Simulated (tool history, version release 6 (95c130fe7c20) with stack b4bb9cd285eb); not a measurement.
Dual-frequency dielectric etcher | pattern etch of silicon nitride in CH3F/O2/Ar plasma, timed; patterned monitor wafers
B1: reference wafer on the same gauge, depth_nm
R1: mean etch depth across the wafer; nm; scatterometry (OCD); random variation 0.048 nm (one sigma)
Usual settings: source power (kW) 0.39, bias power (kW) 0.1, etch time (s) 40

Run 1, hour 0: usual settings but source power (kW) 0.36; B1 35.62. Result: R1 31.05 nm.
Run 2, hour 18.7: usual settings but bias power (kW) 0.085; B1 35.6. Result: R1 30.1 nm.
Run 3, hour 53.8: usual settings but bias power (kW) 0.085; B1 35.58. Result: R1 30.12 nm.
Run 4, hour 72.1: usual settings but bias power (kW) 0.085; B1 35.59. Result: R1 30.01 nm.
Run 5, hour 101.7: usual settings but etch time (s) 49.5; B1 35.61. Result: R1 39.37 nm.
At hour 142: wet clean of the chamber.
Run 6, hour 142.5: usual settings but etch time (s) 49.5; B1 35.6. Result: R1 39.43 nm.
Run 7, hour 160.6: usual settings; B1 35.57. Result: R1 31.9 nm.
Run 8, hour 173.8: usual settings; B1 35.59. Result: R1 31.86 nm.
Run 9, hour 192.9: usual settings but source power (kW) 0.46, bias power (kW) 0.076, etch time (s) 34; B1 35.6. Result: R1 26.04 nm.
Run 10, hour 206.7: usual settings; B1 35.59. Result: R1 31.78 nm.
Run 11, hour 241.9: usual settings but source power (kW) 0.45, bias power (kW) 0.123, etch time (s) 28.5; B1 35.61. Result: R1 25.72 nm.
At hour 264.3: source power generator calibrated.
At hour 279.8: upper electrode replaced.
Run 12, hour 280.3: usual settings but source power (kW) 0.33, bias power (kW) 0.123, etch time (s) 43.5; B1 35.57. Result: R1 34.62 nm.
Run 13, hour 290.2: usual settings but source power (kW) 0.33, bias power (kW) 0.124; B1 35.59. Result: R1 31.95 nm.
Run 14, hour 320: usual settings but bias power (kW) 0.076; B1 35.59. Result: R1 28.3 nm.
Run 15, hour 406.2: usual settings; B1 35.61. Result: R1 31.23 nm.
Run 16, hour 431.3: usual settings; B1 35.62. Result: R1 31.1 nm.
At hour 481: gauge calibrated.
Run 17, hour 513.4: usual settings but etch time (s) 37; B1 35.62. Result: R1 28.79 nm.
Run 18, hour 529.9: usual settings but source power (kW) 0.32, bias power (kW) 0.112, etch time (s) 44.5; B1 35.59. Result: R1 33.78 nm.
At hour 537.7: bias power generator calibrated.
Run 19, hour 548.4: usual settings but source power (kW) 0.32, bias power (kW) 0.083, etch time (s) 30.5; B1 35.63. Result: R1 20.97 nm.
At hour 575.6: wet clean of the chamber.
Run 20, hour 612.7: usual settings; B1 35.58. Result: R1 31.59 nm.
Run 21, hour 643.1: usual settings but bias power (kW) 0.09, etch time (s) 33.5; B1 35.6. Result: R1 25.42 nm.
Run 22, hour 677.5: usual settings but source power (kW) 0.42, bias power (kW) 0.085, etch time (s) 34.5; B1 35.58. Result: R1 26.31 nm.
Run 23, hour 708: usual settings but source power (kW) 0.34; B1 35.61. Result: R1 30.15 nm.
Run 24, hour 743.4: usual settings but etch time (s) 50.5; B1 35.58. Result: R1 39.89 nm.
Run 25, hour 776.5: usual settings but bias power (kW) 0.082; B1 35.59. Result: R1 29.4 nm.
Run 26, hour 800.8: usual settings but source power (kW) 0.32, bias power (kW) 0.114, etch time (s) 31.5; B1 35.58. Result: R1 24.39 nm.
Run 27, hour 826.4: usual settings but bias power (kW) 0.112, etch time (s) 33.5; B1 35.58. Result: R1 27.59 nm.
Run 28, hour 844.1: usual settings but source power (kW) 0.34, bias power (kW) 0.116; B1 35.6. Result: R1 31.89 nm.
Run 29, hour 864.5: usual settings but source power (kW) 0.32, bias power (kW) 0.122; B1 35.6. Result: R1 31.78 nm.
Run 30, hour 897.9: usual settings but source power (kW) 0.33, etch time (s) 50; B1 35.6. Result: R1 37.27 nm.
Run 31, hour 926.9: usual settings but source power (kW) 0.45, bias power (kW) 0.09; B1 35.63. Result: R1 32.06 nm.

Forecast each of these 3 alternatives for the next run:
Run A, hour 927.3: usual settings but etch time (s) 28; B1 ?. Result: R1 ?.
Run B, hour 927.3: usual settings but source power (kW) 0.3, etch time (s) 28.5; B1 ?. Result: R1 ?.
Run C, hour 927.3: usual settings but source power (kW) 0.36, bias power (kW) 0.094, etch time (s) 44; B1 ?. Result: R1 ?.

run     B1     R1
  A  35.62  22.08
  B  35.62  20.53
  C  35.62  32.98
Without the tool's hidden state the same runs would have given:
run     R1
  A   22.2
  B  20.64
  C  33.15
